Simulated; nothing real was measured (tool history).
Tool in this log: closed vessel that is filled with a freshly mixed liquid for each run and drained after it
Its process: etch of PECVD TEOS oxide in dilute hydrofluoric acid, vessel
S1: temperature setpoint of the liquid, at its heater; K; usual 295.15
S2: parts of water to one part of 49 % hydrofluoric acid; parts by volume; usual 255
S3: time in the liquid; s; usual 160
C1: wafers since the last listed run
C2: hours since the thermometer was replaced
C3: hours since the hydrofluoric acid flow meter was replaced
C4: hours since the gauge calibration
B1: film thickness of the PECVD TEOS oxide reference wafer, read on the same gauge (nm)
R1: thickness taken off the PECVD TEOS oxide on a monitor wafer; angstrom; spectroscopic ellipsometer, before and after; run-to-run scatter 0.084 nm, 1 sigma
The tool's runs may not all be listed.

run   hour      S1   S2   S3    C1      C2     C3     C4      B1     R1
  1    0.0  295.15  255  185     0  1896.7  696.2  551.5  119.99  151.1
  2   15.2  295.15  255  185  1899  1911.9  711.4  566.7  120.00  151.9
  3   62.0  295.15  255  185  5847  1958.7  758.2  613.5  120.01  150.1
      70.5  -- gauge calibrated
  4   78.8  295.15  255  160  2099  1975.5  775.0    8.3  120.00  131.0
  5   90.4  295.15  175  160  1449  1987.1  786.6   19.9  119.99  205.1
  6  120.7  295.15  255  160  3786  2017.4  816.9   50.2  120.00  131.7
  7  127.9  295.15  255  160   899  2024.6  824.1   57.4  119.98  129.7
  8  144.3  295.15  255  160  2049  2041.0  840.5   73.8  120.01  129.1
  9  153.2  295.15  255  220  1112  2049.9  849.4   82.7  119.99  179.4
 10  166.2  295.15  255  220  1624  2062.9  862.4   95.7  119.98  178.3
 11  177.8  295.15  350  225  1449  2074.5  874.0  107.3  120.01  122.4
 12  193.9  297.65  170  160  2011  2090.6  890.1  123.4  119.99  231.6
 13  208.7  295.15  255  160  1849  2105.4  904.9  138.2  120.00  129.2
 14  226.2  298.65  255  160  2186  2122.9  922.4  155.7  120.03  146.8
 15  241.0  295.15  255  160  1849  2137.7  937.2  170.5  119.99  129.2
 16  251.6  295.15  255  160  1324  2148.3  947.8  181.1  120.00  129.0
 17  263.8  295.15  255  250  1524  2160.5  960.0  193.3  119.98  202.1
 18  280.0  290.65  360  220  2024  2176.7  976.2  209.5  119.99   97.2
 19  295.0  295.15  350  225  1874  2191.7  991.2  224.5  120.00  120.1
     302.1  -- hydrofluoric acid flow meter replaced
     310.8  -- thermometer replaced
 20  311.3  295.15  380  160  1786     0.5    9.2  240.8  119.99   84.4
 21  342.1  295.15  255  160  3848    31.3   40.0  271.6  119.99  142.0
 22  354.4  290.65  290  130  1536    43.6   52.3  283.9  119.98   82.6
 23  363.4  298.65  195  160  1124    52.6   61.3  292.9  120.00  225.1
 24  373.7  295.15  255  160  1287    62.9   71.6  303.2  120.02  140.9
 25  387.9  295.15  335  160  1774    77.1   85.8  317.4  120.02  100.8
 26  398.9  295.15  255  160  1374    88.1   96.8  328.4  120.01  142.1
 27  410.0  295.15  255  160  1386    99.2  107.9  339.5  119.99  141.2
 28  424.8  299.15  185  110  1849   114.0  122.7  354.3  120.00  166.2
 29  437.0  295.15  255  160  1524   126.2  134.9  366.5  119.99  142.2
 30  445.7  296.65  165  200  1087   134.9  143.6  375.2  119.99  313.7
 31  463.4  296.65  335  160  2211   152.6  161.3  392.9  120.00  104.0
 32  474.7  298.65  255  105  1411   163.9  172.6  404.2  119.99  104.5

Same runs, no hidden state in the tool, same run-to-run variation:
Hidden state present: liquid colder than its thermometer reads (K); hydrofluoric acid flow below the setpoint (%); gauge reads high (%).
run     R1
  1  165.0
  2  166.0
  3  164.4
  4  143.6
  5  225.9
  6  144.6
  7  142.5
  8  141.9
  9  197.3
 10  196.2
 11  134.1
 12  255.8
 13  142.5
 14  161.3
 15  142.7
 16  142.4
 17  223.4
 18  107.5
 19  132.3
 20   84.9
 21  143.0
 22   83.2
 23  226.9
 24  142.1
 25  101.7
 26  143.5
 27  142.7
 28  168.1
 29  143.8
 30  317.5
 31  105.2
 32  105.8
